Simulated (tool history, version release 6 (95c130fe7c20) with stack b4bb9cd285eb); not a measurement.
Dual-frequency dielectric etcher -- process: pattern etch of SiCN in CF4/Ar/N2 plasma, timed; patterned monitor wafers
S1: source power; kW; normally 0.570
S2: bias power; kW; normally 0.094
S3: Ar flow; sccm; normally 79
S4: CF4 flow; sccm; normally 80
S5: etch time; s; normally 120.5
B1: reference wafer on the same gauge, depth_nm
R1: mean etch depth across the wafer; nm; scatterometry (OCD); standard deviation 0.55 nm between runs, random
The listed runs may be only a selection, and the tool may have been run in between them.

run   hour     S1     S2  S3  S4     S5     B1     R1
  1    0.0  0.570  0.094  79  75  120.5  165.0  148.5
  2    8.1  0.570  0.094  79  80  120.5  165.0  149.8
  3   18.8  0.570  0.094  79  80  120.5  164.9  148.8
  4   31.0  0.570  0.094  79  80  120.5  165.2  150.4
  5   40.8  0.570  0.094  79  80  120.5  164.9  150.6
  6   52.9  0.570  0.094  79  80  120.5  164.9  151.3
  7   60.7  0.570  0.094  79  80  120.5  165.0  150.6
  8   71.0  0.570  0.094  79  80  120.5  164.9  150.8
      85.2  -- bias power generator calibrated
      86.2  -- gauge calibrated
      98.0  -- source power generator calibrated
     134.5  -- wet clean of the chamber
     153.5  -- upper electrode replaced
  9  154.0  0.570  0.094  90  80  120.5  165.1  140.2
 10  154.4  0.570  0.094  90  80  120.5  165.0  140.0
 11  154.7  0.570  0.094  79  64  150.5  165.0  175.3
 12  164.8  0.570  0.094  79  80  120.5  164.9  142.8
 13  180.7  0.570  0.081  85  98  134.0  164.8  153.8
 14  188.7  0.570  0.085  70  80   98.5  165.0  117.3
     206.5  -- CF4 flow controller replaced
     211.4  -- Ar flow controller replaced
 15  211.9  0.570  0.104  71  80  147.0  165.1  184.6
 16  213.0  0.570  0.111  79  74  131.0  165.2  164.3
     218.9  -- gauge calibrated
 17  227.6  0.570  0.081  79  62  120.5  165.0  136.1
 18  237.1  0.570  0.094  79  80  120.5  164.9  145.2
 19  249.9  0.460  0.094  94  80  120.5  165.1  110.6
 20  256.2  0.570  0.079  68  80  120.5  165.1  143.1
 21  271.7  0.510  0.102  71  92  120.5  165.1  135.7

What the log doesn't show, run by run:
source power that arrives over what is set, %: 0 on each run
bias power that arrives over what is set, %: 0 on each run
Ar flow that arrives over what is set, %: 0 on each run
CF4 flow that arrives over what is set, %: 0 on each run
gauge reads high (%): 0 on each run
H1: etch rate over this chamber's usual, %
run      H1
  1    4.38
  2    4.44
  3    4.53
  4    4.63
  5    4.72
  6    4.82
  7    4.88
  8    4.97
  9  0.0278
 10  0.0311
 11  0.0336
 12   0.117
 13   0.249
 14   0.315
 15   0.507
 16   0.516
 17   0.637
 18   0.716
 19   0.822
 20   0.874
 21       1

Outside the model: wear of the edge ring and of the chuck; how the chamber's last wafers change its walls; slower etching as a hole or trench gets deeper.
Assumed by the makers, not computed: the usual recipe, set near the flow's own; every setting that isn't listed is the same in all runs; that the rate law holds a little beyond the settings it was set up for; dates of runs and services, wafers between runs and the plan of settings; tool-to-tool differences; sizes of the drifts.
